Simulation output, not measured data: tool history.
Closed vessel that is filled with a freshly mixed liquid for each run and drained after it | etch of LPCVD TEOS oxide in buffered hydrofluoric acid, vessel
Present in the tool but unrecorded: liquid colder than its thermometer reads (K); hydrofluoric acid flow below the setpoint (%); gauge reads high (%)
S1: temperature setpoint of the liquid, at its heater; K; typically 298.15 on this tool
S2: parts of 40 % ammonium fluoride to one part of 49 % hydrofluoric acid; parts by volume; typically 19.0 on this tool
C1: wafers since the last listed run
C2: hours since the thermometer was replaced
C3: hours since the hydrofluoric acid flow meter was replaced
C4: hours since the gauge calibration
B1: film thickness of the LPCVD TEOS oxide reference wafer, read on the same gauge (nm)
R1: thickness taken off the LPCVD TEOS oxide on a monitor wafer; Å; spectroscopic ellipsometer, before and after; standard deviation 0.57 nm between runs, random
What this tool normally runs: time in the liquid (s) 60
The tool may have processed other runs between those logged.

run 1 day=0.000 | S1=298.15 S2=19.0 time_in_the_liquid_(s)=80 | C1=0 C2=411.8 C3=793.6 C4=148.4 | B1=69.99 | R1=1044.2
run 2 day=0.862 | S1=298.15 S2=19.0 time_in_the_liquid_(s)=80 | C1=2467 C2=432.5 C3=814.3 C4=169.1 | B1=70.03 | R1=1045.2
run 3 day=2.329 | S1=298.15 S2=19.0 time_in_the_liquid_(s)=60 | C1=4196 C2=467.7 C3=849.5 C4=204.3 | B1=70.02 | R1=766.8
run 4 day=3.200 | S1=298.15 S2=19.0 time_in_the_liquid_(s)=60 | C1=2491 C2=488.6 C3=870.4 C4=225.2 | B1=70.04 | R1=771.4
run 5 day=4.079 | S1=298.15 S2=19.0 time_in_the_liquid_(s)=60 | C1=2515 C2=509.7 C3=891.5 C4=246.3 | B1=69.99 | R1=768.2
run 6 day=4.725 | S1=298.15 S2=19.0 time_in_the_liquid_(s)=60 | C1=1847 C2=525.2 C3=907.0 C4=261.8 | B1=70.01 | R1=767.3
run 7 day=5.508 | S1=302.15 S2=19.0 time_in_the_liquid_(s)=75 | C1=2241 C2=544.0 C3=925.8 C4=280.6 | B1=70.00 | R1=1185.4
run 8 day=6.204 | S1=298.15 S2=24.0 time_in_the_liquid_(s)=50 | C1=1990 C2=560.7 C3=942.5 C4=297.3 | B1=70.00 | R1=541.5
run 9 day=7.154 | S1=298.15 S2=24.0 time_in_the_liquid_(s)=50 | C1=2718 C2=583.5 C3=965.3 C4=320.1 | B1=70.01 | R1=537.5
-- day=7.888 hydrofluoric acid flow meter replaced
run 10 day=8.633 | S1=298.15 S2=24.0 time_in_the_liquid_(s)=50 | C1=4112 C2=619.0 C3=17.9 C4=355.6 | B1=70.00 | R1=570.3
run 11 day=9.258 | S1=298.15 S2=19.0 time_in_the_liquid_(s)=60 | C1=1788 C2=634.0 C3=32.9 C4=370.6 | B1=70.03 | R1=818.5
-- day=10.058 gauge calibrated
run 12 day=10.504 | S1=298.15 S2=23.5 time_in_the_liquid_(s)=60 | C1=3564 C2=663.9 C3=62.8 C4=10.7 | B1=70.02 | R1=688.7
run 13 day=11.958 | S1=296.15 S2=19.0 time_in_the_liquid_(s)=60 | C1=4160 C2=698.8 C3=97.7 C4=45.6 | B1=69.99 | R1=723.7
-- day=12.925 thermometer replaced
run 14 day=15.350 | S1=299.65 S2=19.0 time_in_the_liquid_(s)=30 | C1=9584 C2=58.2 C3=179.1 C4=127.0 | B1=70.00 | R1=459.5
run 15 day=15.975 | S1=302.65 S2=23.5 time_in_the_liquid_(s)=60 | C1=1788 C2=73.2 C3=194.1 C4=142.0 | B1=69.99 | R1=912.7
run 16 day=17.079 | S1=298.15 S2=19.0 time_in_the_liquid_(s)=60 | C1=3159 C2=99.7 C3=220.6 C4=168.5 | B1=70.00 | R1=849.7
run 17 day=18.075 | S1=298.15 S2=19.0 time_in_the_liquid_(s)=60 | C1=2849 C2=123.6 C3=244.5 C4=192.4 | B1=70.01 | R1=844.3
run 18 day=18.596 | S1=298.15 S2=13.0 time_in_the_liquid_(s)=90 | C1=1490 C2=136.1 C3=257.0 C4=204.9 | B1=70.00 | R1=1844.7
run 19 day=19.304 | S1=300.15 S2=14.0 time_in_the_liquid_(s)=90 | C1=2026 C2=153.1 C3=274.0 C4=221.9 | B1=70.00 | R1=1880.0
run 20 day=19.942 | S1=301.15 S2=26.0 time_in_the_liquid_(s)=60 | C1=1823 C2=168.4 C3=289.3 C4=237.2 | B1=70.02 | R1=792.3
run 21 day=20.779 | S1=298.15 S2=25.5 time_in_the_liquid_(s)=30 | C1=2396 C2=188.5 C3=309.4 C4=257.3 | B1=69.97 | R1=336.7
run 22 day=21.679 | S1=301.65 S2=19.0 time_in_the_liquid_(s)=30 | C1=2575 C2=210.1 C3=331.0 C4=278.9 | B1=70.01 | R1=501.2
run 23 day=23.088 | S1=298.15 S2=19.0 time_in_the_liquid_(s)=35 | C1=4029 C2=243.9 C3=364.8 C4=312.7 | B1=69.99 | R1=479.9

3 options for the next run, each taken on its own from the tool as it stands now. Forecast them:
run A day=23.117 | S1=298.15 S2=19.0 time_in_the_liquid_(s)=60 | C1=83 C2=244.6 C3=365.5 C4=313.4 | B1=? | R1=?
run B day=23.117 | S1=302.65 S2=13.5 time_in_the_liquid_(s)=35 | C1=83 C2=244.6 C3=365.5 C4=313.4 | B1=? | R1=?
run C day=23.117 | S1=298.15 S2=13.0 time_in_the_liquid_(s)=40 | C1=83 C2=244.6 C3=365.5 C4=313.4 | B1=? | R1=?

run=A B1=69.99 R1=813.1
run=B B1=69.99 R1=845.3
run=C B1=69.99 R1=787.4
Without the tool's unlogged condition, the same runs would have read:
run=A R1=875.0
run=B R1=908.6
run=C R1=847.1

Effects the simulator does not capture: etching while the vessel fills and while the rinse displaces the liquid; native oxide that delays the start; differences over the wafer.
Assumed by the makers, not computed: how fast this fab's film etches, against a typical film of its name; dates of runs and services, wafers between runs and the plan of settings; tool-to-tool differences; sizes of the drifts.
